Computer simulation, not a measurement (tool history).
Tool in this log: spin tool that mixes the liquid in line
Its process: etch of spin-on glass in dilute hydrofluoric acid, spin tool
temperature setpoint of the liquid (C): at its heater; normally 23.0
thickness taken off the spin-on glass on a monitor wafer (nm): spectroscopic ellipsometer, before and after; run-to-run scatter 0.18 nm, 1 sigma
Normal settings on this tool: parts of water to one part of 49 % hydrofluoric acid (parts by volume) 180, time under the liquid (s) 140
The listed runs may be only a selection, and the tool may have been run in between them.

run	day	temperature setpoint of the liquid (C)	parts of water to one part of 49 % hydrofluoric acid (parts by volume)	time under the liquid (s)	read-back film thickness of the spin-on glass reference wafer, read on the same gauge (nm)	thickness taken off the spin-on glass on a monitor wafer (nm)
1	0.000	23.0	180	140	120.00	44.65
2	1.350	21.0	215	140	119.98	33.36
3	2.383	21.0	215	140	119.96	33.48
4	3.412	21.0	215	140	119.99	33.51
5	4.825	23.0	180	140	120.00	44.77
6	5.558	23.0	180	140	120.00	44.73
7	6.650	23.0	180	140	120.01	44.49
8	7.171	20.5	180	140	120.00	40.47
9	8.246	23.0	215	140	119.99	35.66
# day 9.271: thermometer replaced
10	9.392	23.0	215	140	120.03	35.80
11	10.412	23.0	180	140	119.98	44.42
12	11.596	23.0	180	140	120.00	44.56
13	12.762	23.0	180	140	120.00	44.13
14	14.117	20.0	180	165	120.01	46.77
# day 15.025: gauge calibrated
15	15.546	20.0	180	165	119.99	46.44
16	16.767	23.0	180	140	120.02	44.14
17	17.267	23.0	245	185	119.97	40.12
18	17.942	27.0	155	70	120.04	30.71
19	20.088	26.5	180	140	120.01	50.08
20	20.596	23.0	220	140	120.02	34.28
21	21.275	23.0	180	140	119.99	44.01
22	21.904	25.5	180	140	120.01	48.37
23	22.904	23.0	180	140	120.02	44.35
24	23.617	23.0	180	75	120.00	23.61
25	24.338	23.0	115	75	119.96	39.66
# day 25.671: hydrofluoric acid flow meter replaced
26	25.688	26.0	225	190	120.01	52.19
27	26.971	23.0	180	140	120.01	44.98
28	27.708	25.5	145	80	120.02	36.82
29	29.075	28.0	180	220	119.99	84.93
30	30.546	23.0	180	140	120.01	45.06
31	31.575	23.0	180	140	120.02	44.96
32	33.071	27.0	120	205	120.00	122.50
33	33.892	26.5	180	140	120.02	50.92
34	34.771	27.5	180	140	120.00	52.88

A few steps of thickness taken off the spin-on glass on a monitor wafer (nm) between consecutive runs. Split each: what settings, incoming material and random variation would produce without the hidden state, and what is left over for the hidden state, along with gauge scatter present in only one of the two compared results (measured, and without hidden state):
The hidden state here: liquid hotter than its thermometer reads (K); hydrofluoric acid flow below the setpoint (%); gauge reads high (%).
Run 18 -> 19: temperature setpoint of the liquid (C) 27.0 -> 26.5, parts of water to one part of 49 % hydrofluoric acid (parts by volume) 155 -> 180, time under the liquid (s) 70 -> 140. thickness taken off the spin-on glass on a monitor wafer (nm) +19.37: hidden state -0.51, all else +19.88.
Run 25 -> 26: temperature setpoint of the liquid (C) 23.0 -> 26.0, parts of water to one part of 49 % hydrofluoric acid (parts by volume) 115 -> 225, time under the liquid (s) 75 -> 190, hydrofluoric acid flow meter replaced. thickness taken off the spin-on glass on a monitor wafer (nm) +12.53: hidden state +0.91, all else +11.62.
Run 28 -> 29: temperature setpoint of the liquid (C) 25.5 -> 28.0, parts of water to one part of 49 % hydrofluoric acid (parts by volume) 145 -> 180, time under the liquid (s) 80 -> 220. thickness taken off the spin-on glass on a monitor wafer (nm) +48.11: hidden state -0.21, all else +48.32.
Run 31 -> 32: temperature setpoint of the liquid (C) 23.0 -> 27.0, parts of water to one part of 49 % hydrofluoric acid (parts by volume) 180 -> 120, time under the liquid (s) 140 -> 205. thickness taken off the spin-on glass on a monitor wafer (nm) +77.54: hidden state -0.51, all else +78.05.
Run 32 -> 33: temperature setpoint of the liquid (C) 27.0 -> 26.5, parts of water to one part of 49 % hydrofluoric acid (parts by volume) 120 -> 180, time under the liquid (s) 205 -> 140. thickness taken off the spin-on glass on a monitor wafer (nm) -71.58: hidden state +0.39, all else -71.97.
